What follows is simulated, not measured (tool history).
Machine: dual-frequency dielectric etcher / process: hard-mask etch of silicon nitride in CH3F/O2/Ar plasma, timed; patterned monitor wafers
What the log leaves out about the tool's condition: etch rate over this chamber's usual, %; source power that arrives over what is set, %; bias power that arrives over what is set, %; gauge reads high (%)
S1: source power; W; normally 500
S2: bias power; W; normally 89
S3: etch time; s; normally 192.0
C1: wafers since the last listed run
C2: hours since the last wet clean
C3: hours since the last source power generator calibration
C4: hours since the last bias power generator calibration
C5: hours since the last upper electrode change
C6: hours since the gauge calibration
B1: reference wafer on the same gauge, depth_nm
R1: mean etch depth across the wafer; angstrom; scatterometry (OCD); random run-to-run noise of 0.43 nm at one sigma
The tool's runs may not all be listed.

Run 1, day 0.000: usual settings; C1 0; C2 339.2; C3 2421.1; C4 1936.6; C5 3260.1; C6 247.7; B1 120.0. Result: R1 1417 angstrom.
Run 2, day 0.562: usual settings; C1 73; C2 352.7; C3 2434.6; C4 1950.1; C5 3273.6; C6 261.2; B1 120.1. Result: R1 1417 angstrom.
Run 3, day 1.379: usual settings; C1 107; C2 372.3; C3 2454.2; C4 1969.7; C5 3293.2; C6 280.8; B1 120.1. Result: R1 1428 angstrom.
Run 4, day 2.525: usual settings; C1 150; C2 399.8; C3 2481.7; C4 1997.2; C5 3320.7; C6 308.3; B1 120.0. Result: R1 1422 angstrom.
Run 5, day 3.662: usual settings; C1 149; C2 427.1; C3 2509.0; C4 2024.5; C5 3348.0; C6 335.6; B1 119.9. Result: R1 1430 angstrom.
Run 6, day 4.304: usual settings; C1 84; C2 442.5; C3 2524.4; C4 2039.9; C5 3363.4; C6 351.0; B1 120.1. Result: R1 1440 angstrom.
Run 7, day 5.762: usual settings; C1 191; C2 477.5; C3 2559.4; C4 2074.9; C5 3398.4; C6 386.0; B1 120.2. Result: R1 1434 angstrom.
At day 7.388: wet clean of the chamber.
Run 8, day 7.408: usual settings; C1 84; C2 0.5; C3 2598.9; C4 2114.4; C5 3437.9; C6 425.5; B1 120.2. Result: R1 1368 angstrom.
Run 9, day 8.092: usual settings; C1 89; C2 16.9; C3 2615.3; C4 2130.8; C5 3454.3; C6 441.9; B1 120.0. Result: R1 1368 angstrom.
Run 10, day 9.129: usual settings; C1 136; C2 41.8; C3 2640.2; C4 2155.7; C5 3479.2; C6 466.8; B1 120.1. Result: R1 1377 angstrom.
Run 11, day 10.325: usual settings; C1 156; C2 70.5; C3 2668.9; C4 2184.4; C5 3507.9; C6 495.5; B1 119.9. Result: R1 1386 angstrom.
At day 10.646: source power generator calibrated.
At day 10.812: bias power generator calibrated.
Run 12, day 10.904: usual settings but S1 590 W, S2 102 W, S3 175.5 s; C1 32; C2 84.4; C3 6.2; C4 2.2; C5 3521.8; C6 509.4; B1 120.0. Result: R1 1383 angstrom.
Run 13, day 12.179: usual settings; C1 167; C2 115.0; C3 36.8; C4 32.8; C5 3552.4; C6 540.0; B1 120.0. Result: R1 1388 angstrom.
Run 14, day 12.754: usual settings but S1 440 W, S2 108 W, S3 144.5 s; C1 75; C2 128.8; C3 50.6; C4 46.6; C5 3566.2; C6 553.8; B1 120.0. Result: R1 1057 angstrom.
Run 15, day 13.762: usual settings but S1 380 W, S2 96 W, S3 168.0 s; C1 132; C2 153.0; C3 74.8; C4 70.8; C5 3590.4; C6 578.0; B1 120.0. Result: R1 1150 angstrom.
Run 16, day 14.567: usual settings but S1 610 W, S2 105 W, S3 160.0 s; C1 105; C2 172.3; C3 94.1; C4 90.1; C5 3609.7; C6 597.3; B1 119.9. Result: R1 1286 angstrom.
At day 15.733: upper electrode replaced.
Run 17, day 16.062: usual settings but S2 80 W, S3 232.0 s; C1 65; C2 208.2; C3 130.0; C4 126.0; C5 7.9; C6 633.2; B1 120.0. Result: R1 1645 angstrom.
At day 16.575: gauge calibrated.
Run 18, day 17.046: usual settings but S1 400 W; C1 129; C2 231.8; C3 153.6; C4 149.6; C5 31.5; C6 11.3; B1 120.2. Result: R1 1313 angstrom.
Run 19, day 18.117: usual settings but S1 470 W, S3 241.5 s; C1 140; C2 257.5; C3 179.3; C4 175.3; C5 57.2; C6 37.0; B1 120.0. Result: R1 1734 angstrom.

Run 20 has not been measured yet. What should we expect?
Run 20, day 19.154: usual settings; C1 136; C2 282.4; C3 204.2; C4 200.2; C5 82.1; C6 61.9; B1 ?. Result: R1 ?.

{"run 20": {"B1": 119.9, "R1": 1403}}
Minus the tool's unlogged condition, the same run would have read R1 1372 angstrom.
